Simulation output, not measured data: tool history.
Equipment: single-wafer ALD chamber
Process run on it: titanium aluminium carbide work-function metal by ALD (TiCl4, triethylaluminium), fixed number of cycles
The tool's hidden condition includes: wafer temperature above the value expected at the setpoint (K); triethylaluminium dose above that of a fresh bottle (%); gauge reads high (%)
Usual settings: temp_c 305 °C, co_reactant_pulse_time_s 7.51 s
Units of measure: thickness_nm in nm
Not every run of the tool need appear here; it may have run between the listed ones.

run,hour,temp_c,co_reactant_pulse_time_s,wafers since the last listed run,hours since the last thermocouple change,hours since the last triethylaluminium bottle change,hours since the showerhead was replaced,hours since the gauge calibration,"read-back reference wafer on the same gauge, thickness_nm",thickness_nm
1,0,305,7.51,0,1372.5,575.6,6162.7,167.7,1.629,1.952
2,12.7,305,7.51,174,1385.2,588.3,6175.4,180.4,1.631,1.941
3,28.3,314,8.18,214,1400.8,603.9,6191,196,1.631,2.078
4,37.2,314,8.18,122,1409.7,612.8,6199.9,204.9,1.631,2.065
5,44.2,305,7.51,96,1416.7,619.8,6206.9,211.9,1.63,1.937
6,52.3,305,7.51,111,1424.8,627.9,6215,220,1.63,1.95
7,67.7,295,7.51,212,1440.2,643.3,6230.4,235.4,1.63,1.849
8,79.5,295,7.51,162,1452,655.1,6242.2,247.2,1.629,1.842
9,92.1,305,7.51,173,1464.6,667.7,6254.8,259.8,1.631,1.947
# hour 113: thermocouple changed; heater temperature recalibrated
10,118.3,310,7.51,250,5.3,693.9,6281,286,1.631,1.994
# hour 120.1: gauge calibrated
11,125,301,9.1,92,12,700.6,6287.7,4.9,1.63,1.99
12,138.6,311,7.51,187,25.6,714.2,6301.3,18.5,1.631,2.004
13,156.1,311,7.51,241,43.1,731.7,6318.8,36,1.632,1.994
14,168.1,296,7.51,165,55.1,743.7,6330.8,48,1.627,1.868
# hour 182.7: showerhead replaced
# hour 188.5: triethylaluminium bottle replaced
15,189,310,9.09,98,76,0.5,6.3,68.9,1.63,2.083
16,190.1,295,7.51,15,77.1,1.6,7.4,70,1.628,1.845
17,197.7,305,7.51,104,84.7,9.2,15,77.6,1.628,1.947
18,214.6,301,7.51,232,101.6,26.1,31.9,94.5,1.632,1.9

For run 19, what comes out?
19,223.1,305,7.51,117,110.1,34.6,40.4,103,?,?

read-back reference wafer on the same gauge, thickness_nm: 1.631
thickness_nm: 1.954 nm
Were there no unlogged condition in the tool, this run, its random variation unchanged, would have produced thickness_nm 1.954 nm.
